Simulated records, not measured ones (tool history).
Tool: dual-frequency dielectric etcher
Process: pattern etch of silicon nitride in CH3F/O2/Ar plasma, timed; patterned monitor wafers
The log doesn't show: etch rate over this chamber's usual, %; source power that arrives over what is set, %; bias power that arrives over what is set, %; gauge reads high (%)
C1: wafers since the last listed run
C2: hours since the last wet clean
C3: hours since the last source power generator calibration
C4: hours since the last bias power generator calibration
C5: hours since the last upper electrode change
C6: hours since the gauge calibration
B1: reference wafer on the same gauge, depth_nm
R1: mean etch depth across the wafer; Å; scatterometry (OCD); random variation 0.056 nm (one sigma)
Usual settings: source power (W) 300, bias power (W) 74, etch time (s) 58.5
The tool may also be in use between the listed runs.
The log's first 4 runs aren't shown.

{"run": 5, "hour": 86.4, "source power (W)": 300, "bias power (W)": 82, "etch time (s)": 58.5, "C1": 144, "C2": 306.1, "C3": 2828.5, "C4": 4217.4, "C5": 4541.0, "C6": 48.9, "B1": 38.19, "R1": 387.9}
{"run": 6, "hour": 92.8, "source power (W)": 300, "bias power (W)": 82, "etch time (s)": 58.5, "C1": 57, "C2": 312.5, "C3": 2834.9, "C4": 4223.8, "C5": 4547.4, "C6": 55.3, "B1": 38.2, "R1": 388.6}
{"run": 7, "hour": 102.0, "source power (W)": 300, "bias power (W)": 82, "etch time (s)": 58.5, "C1": 82, "C2": 321.7, "C3": 2844.1, "C4": 4233.0, "C5": 4556.6, "C6": 64.5, "B1": 38.2, "R1": 388.0}
{"run": 8, "hour": 111.2, "source power (W)": 300, "bias power (W)": 80, "etch time (s)": 73.5, "C1": 82, "C2": 330.9, "C3": 2853.3, "C4": 4242.2, "C5": 4565.8, "C6": 73.7, "B1": 38.2, "R1": 482.6}
{"run": 9, "hour": 124.1, "source power (W)": 300, "bias power (W)": 74, "etch time (s)": 46.0, "C1": 115, "C2": 343.8, "C3": 2866.2, "C4": 4255.1, "C5": 4578.7, "C6": 86.6, "B1": 38.18, "R1": 291.9}
{"run": 10, "hour": 137.2, "source power (W)": 340, "bias power (W)": 65, "etch time (s)": 58.5, "C1": 117, "C2": 356.9, "C3": 2879.3, "C4": 4268.2, "C5": 4591.8, "C6": 99.7, "B1": 38.21, "R1": 368.6}
{"run": 11, "hour": 152.0, "source power (W)": 360, "bias power (W)": 74, "etch time (s)": 66.5, "C1": 132, "C2": 371.7, "C3": 2894.1, "C4": 4283.0, "C5": 4606.6, "C6": 114.5, "B1": 38.2, "R1": 451.2}
{"run": 12, "hour": 163.0, "source power (W)": 300, "bias power (W)": 74, "etch time (s)": 58.5, "C1": 98, "C2": 382.7, "C3": 2905.1, "C4": 4294.0, "C5": 4617.6, "C6": 125.5, "B1": 38.19, "R1": 369.7}
{"hour": 169.1, "done": "bias power generator calibrated"}
{"run": 13, "hour": 179.9, "source power (W)": 360, "bias power (W)": 61, "etch time (s)": 51.5, "C1": 115, "C2": 399.6, "C3": 2922.0, "C4": 10.8, "C5": 4634.5, "C6": 142.4, "B1": 38.19, "R1": 323.0}
{"run": 14, "hour": 187.5, "source power (W)": 300, "bias power (W)": 74, "etch time (s)": 58.5, "C1": 68, "C2": 407.2, "C3": 2929.6, "C4": 18.4, "C5": 4642.1, "C6": 150.0, "B1": 38.2, "R1": 370.7}
{"run": 15, "hour": 195.3, "source power (W)": 350, "bias power (W)": 74, "etch time (s)": 58.5, "C1": 69, "C2": 415.0, "C3": 2937.4, "C4": 26.2, "C5": 4649.9, "C6": 157.8, "B1": 38.19, "R1": 392.7}
{"run": 16, "hour": 207.2, "source power (W)": 270, "bias power (W)": 74, "etch time (s)": 67.0, "C1": 106, "C2": 426.9, "C3": 2949.3, "C4": 38.1, "C5": 4661.8, "C6": 169.7, "B1": 38.21, "R1": 406.5}
{"run": 17, "hour": 217.9, "source power (W)": 340, "bias power (W)": 65, "etch time (s)": 64.5, "C1": 95, "C2": 437.6, "C3": 2960.0, "C4": 48.8, "C5": 4672.5, "C6": 180.4, "B1": 38.19, "R1": 404.7}
{"hour": 246.2, "done": "upper electrode replaced"}
{"hour": 258.6, "done": "wet clean of the chamber"}
{"run": 18, "hour": 259.1, "source power (W)": 300, "bias power (W)": 74, "etch time (s)": 70.0, "C1": 43, "C2": 0.5, "C3": 3001.2, "C4": 90.0, "C5": 12.9, "C6": 221.6, "B1": 38.21, "R1": 448.4}
{"run": 19, "hour": 259.4, "source power (W)": 230, "bias power (W)": 89, "etch time (s)": 75.5, "C1": 2, "C2": 0.8, "C3": 3001.5, "C4": 90.3, "C5": 13.2, "C6": 221.9, "B1": 38.22, "R1": 473.2}
{"run": 20, "hour": 259.7, "source power (W)": 300, "bias power (W)": 74, "etch time (s)": 42.5, "C1": 2, "C2": 1.1, "C3": 3001.8, "C4": 90.6, "C5": 13.5, "C6": 222.2, "B1": 38.21, "R1": 271.2}

Run 21 comes next. What will it give?
{"run": 21, "hour": 269.6, "source power (W)": 240, "bias power (W)": 74, "etch time (s)": 70.0, "C1": 88, "C2": 11.0, "C3": 3011.7, "C4": 100.5, "C5": 23.4, "C6": 232.1, "B1": "?", "R1": "?"}

Run 21 gave B1 38.18, R1 411.1 Å.
Without the tool's hidden state the same run would have given R1 410.9 Å.
